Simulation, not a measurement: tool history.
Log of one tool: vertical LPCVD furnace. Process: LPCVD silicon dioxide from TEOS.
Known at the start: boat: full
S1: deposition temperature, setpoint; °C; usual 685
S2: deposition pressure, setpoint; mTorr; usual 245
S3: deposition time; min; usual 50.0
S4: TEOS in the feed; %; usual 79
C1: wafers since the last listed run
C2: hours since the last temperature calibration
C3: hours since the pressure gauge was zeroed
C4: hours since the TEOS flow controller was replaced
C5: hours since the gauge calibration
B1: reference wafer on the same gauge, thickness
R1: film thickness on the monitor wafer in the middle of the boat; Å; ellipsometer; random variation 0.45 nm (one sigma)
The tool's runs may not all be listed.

run 1 hour=0.0 | S1=685 S2=270 S3=50.0 S4=79 | C1=0 C2=2381.3 C3=2306.5 C4=2259.0 C5=111.2 | B1=287.03 | R1=2723.1
run 2 hour=102.5 | S1=685 S2=270 S3=50.0 S4=79 | C1=1584 C2=2483.8 C3=2409.0 C4=2361.5 C5=213.7 | B1=287.09 | R1=2711.7
run 3 hour=165.1 | S1=685 S2=260 S3=50.0 S4=79 | C1=967 C2=2546.4 C3=2471.6 C4=2424.1 C5=276.3 | B1=287.01 | R1=2658.2
-- hour=399.1 TEOS flow controller replaced
run 4 hour=399.6 | S1=685 S2=260 S3=50.0 S4=79 | C1=3253 C2=2780.9 C3=2706.1 C4=0.5 C5=510.8 | B1=286.98 | R1=2664.3
run 5 hour=440.8 | S1=685 S2=260 S3=50.0 S4=79 | C1=636 C2=2822.1 C3=2747.3 C4=41.7 C5=552.0 | B1=286.96 | R1=2656.3
run 6 hour=478.9 | S1=685 S2=245 S3=50.0 S4=79 | C1=588 C2=2860.2 C3=2785.4 C4=79.8 C5=590.1 | B1=287.03 | R1=2581.5
run 7 hour=522.0 | S1=685 S2=245 S3=50.0 S4=79 | C1=666 C2=2903.3 C3=2828.5 C4=122.9 C5=633.2 | B1=287.02 | R1=2579.0
run 8 hour=564.7 | S1=685 S2=245 S3=50.0 S4=79 | C1=660 C2=2946.0 C3=2871.2 C4=165.6 C5=675.9 | B1=287.06 | R1=2571.7
-- hour=647.1 gauge calibrated
run 9 hour=660.6 | S1=689 S2=275 S3=61.5 S4=79 | C1=1482 C2=3041.9 C3=2967.1 C4=261.5 C5=13.5 | B1=286.92 | R1=3688.7
-- hour=715.4 thermocouples replaced and temperature profile calibrated
run 10 hour=756.3 | S1=685 S2=245 S3=38.0 S4=74 | C1=1108 C2=40.9 C3=3062.8 C4=357.2 C5=109.2 | B1=286.99 | R1=1793.8
run 11 hour=836.7 | S1=685 S2=245 S3=50.0 S4=79 | C1=1242 C2=121.3 C3=3143.2 C4=437.6 C5=189.6 | B1=287.03 | R1=2436.9
-- hour=868.1 pressure gauge zeroed
run 12 hour=888.1 | S1=685 S2=245 S3=50.0 S4=79 | C1=423 C2=172.7 C3=20.0 C4=489.0 C5=241.0 | B1=286.89 | R1=2506.9
run 13 hour=937.2 | S1=673 S2=245 S3=50.0 S4=71 | C1=758 C2=221.8 C3=69.1 C4=538.1 C5=290.1 | B1=287.02 | R1=1781.9
run 14 hour=982.5 | S1=679 S2=245 S3=50.0 S4=71 | C1=700 C2=267.1 C3=114.4 C4=583.4 C5=335.4 | B1=286.94 | R1=2065.3
run 15 hour=1022.7 | S1=685 S2=245 S3=50.0 S4=85 | C1=621 C2=307.3 C3=154.6 C4=623.6 C5=375.6 | B1=287.04 | R1=2616.6
run 16 hour=1098.7 | S1=674 S2=285 S3=50.0 S4=66 | C1=1174 C2=383.3 C3=230.6 C4=699.6 C5=451.6 | B1=286.92 | R1=1918.1

Forecast each of these 5 alternatives for the next run:
run A hour=1103.8 | S1=685 S2=245 S3=50.0 S4=79 | C1=78 C2=388.4 C3=235.7 C4=704.7 C5=456.7 | B1=? | R1=?
run B hour=1103.8 | S1=685 S2=245 S3=50.0 S4=71 | C1=78 C2=388.4 C3=235.7 C4=704.7 C5=456.7 | B1=? | R1=?
run C hour=1103.8 | S1=696 S2=225 S3=50.0 S4=79 | C1=78 C2=388.4 C3=235.7 C4=704.7 C5=456.7 | B1=? | R1=?
run D hour=1103.8 | S1=676 S2=280 S3=42.5 S4=83 | C1=78 C2=388.4 C3=235.7 C4=704.7 C5=456.7 | B1=? | R1=?
run E hour=1103.8 | S1=685 S2=210 S3=50.0 S4=79 | C1=78 C2=388.4 C3=235.7 C4=704.7 C5=456.7 | B1=? | R1=?

run=A B1=287.12 R1=2539.4
run=B B1=287.12 R1=2407.4
run=C B1=287.12 R1=3157.3
run=D B1=287.12 R1=1902.9
run=E B1=287.12 R1=2350.8
Without the tool's hidden state the same runs would have given:
run=A R1=2478.3
run=B R1=2349.5
run=C R1=3083.2
run=D R1=1856.0
run=E R1=2294.5

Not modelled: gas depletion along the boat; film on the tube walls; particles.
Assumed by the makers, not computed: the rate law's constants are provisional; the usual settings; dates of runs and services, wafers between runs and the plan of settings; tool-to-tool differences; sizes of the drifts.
